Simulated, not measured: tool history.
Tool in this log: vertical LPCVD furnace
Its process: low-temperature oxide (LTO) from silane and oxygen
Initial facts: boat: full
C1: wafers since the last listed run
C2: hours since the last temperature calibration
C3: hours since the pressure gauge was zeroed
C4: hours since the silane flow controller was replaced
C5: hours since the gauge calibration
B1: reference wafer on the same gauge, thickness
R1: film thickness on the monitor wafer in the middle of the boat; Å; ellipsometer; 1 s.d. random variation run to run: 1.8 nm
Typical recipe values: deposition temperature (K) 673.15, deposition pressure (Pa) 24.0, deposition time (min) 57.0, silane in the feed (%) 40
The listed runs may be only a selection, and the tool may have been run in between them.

{"run": 1, "day": 0.0, "deposition temperature (K)": 668.15, "deposition pressure (Pa)": 20.0, "deposition time (min)": 57.0, "silane in the feed (%)": 40, "C1": 0, "C2": 2215.9, "C3": 3727.0, "C4": 5299.6, "C5": 153.0, "B1": 352.83, "R1": 3285.4}
{"run": 2, "day": 1.954, "deposition temperature (K)": 668.15, "deposition pressure (Pa)": 20.0, "deposition time (min)": 57.0, "silane in the feed (%)": 40, "C1": 451, "C2": 2262.8, "C3": 3773.9, "C4": 5346.5, "C5": 199.9, "B1": 352.52, "R1": 3273.4}
{"run": 3, "day": 6.15, "deposition temperature (K)": 682.15, "deposition pressure (Pa)": 24.0, "deposition time (min)": 57.0, "silane in the feed (%)": 40, "C1": 968, "C2": 2363.5, "C3": 3874.6, "C4": 5447.2, "C5": 300.6, "B1": 353.47, "R1": 4606.4}
{"run": 4, "day": 7.804, "deposition temperature (K)": 682.15, "deposition pressure (Pa)": 24.0, "deposition time (min)": 57.0, "silane in the feed (%)": 40, "C1": 381, "C2": 2403.2, "C3": 3914.3, "C4": 5486.9, "C5": 340.3, "B1": 352.59, "R1": 4621.7}
{"run": 5, "day": 11.879, "deposition temperature (K)": 673.15, "deposition pressure (Pa)": 24.0, "deposition time (min)": 57.0, "silane in the feed (%)": 43, "C1": 940, "C2": 2501.0, "C3": 4012.1, "C4": 5584.7, "C5": 438.1, "B1": 352.33, "R1": 4542.1}
{"run": 6, "day": 15.292, "deposition temperature (K)": 673.15, "deposition pressure (Pa)": 24.0, "deposition time (min)": 57.0, "silane in the feed (%)": 43, "C1": 787, "C2": 2582.9, "C3": 4094.0, "C4": 5666.6, "C5": 520.0, "B1": 352.16, "R1": 4505.8}
{"run": 7, "day": 17.788, "deposition temperature (K)": 673.15, "deposition pressure (Pa)": 24.0, "deposition time (min)": 57.0, "silane in the feed (%)": 43, "C1": 576, "C2": 2642.8, "C3": 4153.9, "C4": 5726.5, "C5": 579.9, "B1": 353.0, "R1": 4551.3}
{"run": 8, "day": 22.012, "deposition temperature (K)": 673.15, "deposition pressure (Pa)": 24.0, "deposition time (min)": 57.0, "silane in the feed (%)": 40, "C1": 975, "C2": 2744.2, "C3": 4255.3, "C4": 5827.9, "C5": 681.3, "B1": 352.86, "R1": 4188.7}
{"run": 9, "day": 23.725, "deposition temperature (K)": 673.15, "deposition pressure (Pa)": 24.0, "deposition time (min)": 57.0, "silane in the feed (%)": 40, "C1": 395, "C2": 2785.3, "C3": 4296.4, "C4": 5869.0, "C5": 722.4, "B1": 352.62, "R1": 4217.3}
{"run": 10, "day": 27.675, "deposition temperature (K)": 673.15, "deposition pressure (Pa)": 24.0, "deposition time (min)": 57.0, "silane in the feed (%)": 40, "C1": 911, "C2": 2880.1, "C3": 4391.2, "C4": 5963.8, "C5": 817.2, "B1": 352.99, "R1": 4226.2}
{"run": 11, "day": 31.579, "deposition temperature (K)": 673.15, "deposition pressure (Pa)": 24.0, "deposition time (min)": 57.0, "silane in the feed (%)": 40, "C1": 901, "C2": 2973.8, "C3": 4484.9, "C4": 6057.5, "C5": 910.9, "B1": 353.47, "R1": 4232.0}
{"run": 12, "day": 33.617, "deposition temperature (K)": 669.15, "deposition pressure (Pa)": 24.0, "deposition time (min)": 57.0, "silane in the feed (%)": 40, "C1": 470, "C2": 3022.7, "C3": 4533.8, "C4": 6106.4, "C5": 959.8, "B1": 352.67, "R1": 4036.0}
{"run": 13, "day": 36.967, "deposition temperature (K)": 669.15, "deposition pressure (Pa)": 24.0, "deposition time (min)": 57.0, "silane in the feed (%)": 40, "C1": 773, "C2": 3103.1, "C3": 4614.2, "C4": 6186.8, "C5": 1040.2, "B1": 352.72, "R1": 3993.6}
{"day": 38.85, "done": "pressure gauge zeroed"}
{"run": 14, "day": 38.871, "deposition temperature (K)": 673.15, "deposition pressure (Pa)": 24.0, "deposition time (min)": 57.0, "silane in the feed (%)": 40, "C1": 208, "C2": 3148.8, "C3": 0.5, "C4": 6232.5, "C5": 1085.9, "B1": 352.85, "R1": 4205.3}
{"run": 15, "day": 42.133, "deposition temperature (K)": 682.15, "deposition pressure (Pa)": 24.0, "deposition time (min)": 57.0, "silane in the feed (%)": 40, "C1": 753, "C2": 3227.1, "C3": 78.8, "C4": 6310.8, "C5": 1164.2, "B1": 353.13, "R1": 4600.3}
{"run": 16, "day": 45.342, "deposition temperature (K)": 670.15, "deposition pressure (Pa)": 26.0, "deposition time (min)": 75.5, "silane in the feed (%)": 47, "C1": 740, "C2": 3304.1, "C3": 155.8, "C4": 6387.8, "C5": 1241.2, "B1": 353.08, "R1": 6961.0}
{"run": 17, "day": 47.288, "deposition temperature (K)": 673.15, "deposition pressure (Pa)": 24.0, "deposition time (min)": 57.0, "silane in the feed (%)": 43, "C1": 449, "C2": 3350.8, "C3": 202.5, "C4": 6434.5, "C5": 1287.9, "B1": 352.76, "R1": 4583.7}
{"run": 18, "day": 50.821, "deposition temperature (K)": 673.15, "deposition pressure (Pa)": 21.3, "deposition time (min)": 57.0, "silane in the feed (%)": 37, "C1": 815, "C2": 3435.6, "C3": 287.3, "C4": 6519.3, "C5": 1372.7, "B1": 352.78, "R1": 3432.9}
{"run": 19, "day": 54.833, "deposition temperature (K)": 664.15, "deposition pressure (Pa)": 22.0, "deposition time (min)": 72.0, "silane in the feed (%)": 47, "C1": 926, "C2": 3531.9, "C3": 383.6, "C4": 6615.6, "C5": 1469.0, "B1": 352.76, "R1": 5308.3}
{"day": 56.004, "done": "silane flow controller replaced"}
{"run": 20, "day": 57.092, "deposition temperature (K)": 682.15, "deposition pressure (Pa)": 24.0, "deposition time (min)": 57.0, "silane in the feed (%)": 40, "C1": 290, "C2": 3586.1, "C3": 437.8, "C4": 26.1, "C5": 1523.2, "B1": 353.11, "R1": 4669.8}
{"run": 21, "day": 59.508, "deposition temperature (K)": 673.15, "deposition pressure (Pa)": 28.0, "deposition time (min)": 57.0, "silane in the feed (%)": 40, "C1": 557, "C2": 3644.1, "C3": 495.8, "C4": 84.1, "C5": 1581.2, "B1": 352.72, "R1": 4953.8}
{"run": 22, "day": 63.729, "deposition temperature (K)": 684.15, "deposition pressure (Pa)": 24.0, "deposition time (min)": 57.0, "silane in the feed (%)": 40, "C1": 974, "C2": 3745.4, "C3": 597.1, "C4": 185.4, "C5": 1682.5, "B1": 352.98, "R1": 4777.2}
{"day": 66.483, "done": "gauge calibrated"}
{"day": 66.8, "done": "thermocouples replaced and temperature profile calibrated"}
{"run": 23, "day": 68.021, "deposition temperature (K)": 673.15, "deposition pressure (Pa)": 24.0, "deposition time (min)": 57.0, "silane in the feed (%)": 40, "C1": 759, "C2": 29.3, "C3": 700.1, "C4": 288.4, "C5": 36.9, "B1": 353.59, "R1": 4023.6}
{"run": 24, "day": 71.208, "deposition temperature (K)": 680.15, "deposition pressure (Pa)": 29.3, "deposition time (min)": 57.0, "silane in the feed (%)": 40, "C1": 735, "C2": 105.8, "C3": 776.6, "C4": 364.9, "C5": 113.4, "B1": 352.99, "R1": 5327.3}
{"run": 25, "day": 73.975, "deposition temperature (K)": 673.15, "deposition pressure (Pa)": 24.0, "deposition time (min)": 57.0, "silane in the feed (%)": 40, "C1": 638, "C2": 172.2, "C3": 843.0, "C4": 431.3, "C5": 179.8, "B1": 352.48, "R1": 4039.9}
{"run": 26, "day": 78.154, "deposition temperature (K)": 673.15, "deposition pressure (Pa)": 24.0, "deposition time (min)": 57.0, "silane in the feed (%)": 35, "C1": 964, "C2": 272.5, "C3": 943.3, "C4": 531.6, "C5": 280.1, "B1": 353.74, "R1": 3453.2}
{"run": 27, "day": 80.379, "deposition temperature (K)": 673.15, "deposition pressure (Pa)": 24.0, "deposition time (min)": 57.0, "silane in the feed (%)": 47, "C1": 513, "C2": 325.9, "C3": 996.7, "C4": 585.0, "C5": 333.5, "B1": 353.36, "R1": 4808.7}
{"run": 28, "day": 81.904, "deposition temperature (K)": 680.15, "deposition pressure (Pa)": 29.3, "deposition time (min)": 57.0, "silane in the feed (%)": 40, "C1": 352, "C2": 362.5, "C3": 1033.3, "C4": 621.6, "C5": 370.1, "B1": 353.41, "R1": 5346.0}
{"run": 29, "day": 84.796, "deposition temperature (K)": 665.15, "deposition pressure (Pa)": 26.7, "deposition time (min)": 68.5, "silane in the feed (%)": 40, "C1": 667, "C2": 431.9, "C3": 1102.7, "C4": 691.0, "C5": 439.5, "B1": 352.29, "R1": 4966.2}

Give the tool's hidden conditions for every run:
true pressure minus gauge reading, mTorr: 0 at every run
deviation of the silane flow from its setpoint, %: 0 at every run
gauge reads high (%): 0 at every run
H1: true tube temperature minus thermocouple reading, K
run=1 H1=3
run=2 H1=3.05
run=3 H1=3.15
run=4 H1=3.19
run=5 H1=3.29
run=6 H1=3.37
run=7 H1=3.43
run=8 H1=3.53
run=9 H1=3.58
run=10 H1=3.67
run=11 H1=3.77
run=12 H1=3.82
run=13 H1=3.9
run=14 H1=3.94
run=15 H1=4.02
run=16 H1=4.1
run=17 H1=4.15
run=18 H1=4.23
run=19 H1=4.33
run=20 H1=4.38
run=21 H1=4.44
run=22 H1=4.55
run=23 H1=0.182
run=24 H1=0.259
run=25 H1=0.326
run=26 H1=0.427
run=27 H1=0.481
run=28 H1=0.518
run=29 H1=0.588

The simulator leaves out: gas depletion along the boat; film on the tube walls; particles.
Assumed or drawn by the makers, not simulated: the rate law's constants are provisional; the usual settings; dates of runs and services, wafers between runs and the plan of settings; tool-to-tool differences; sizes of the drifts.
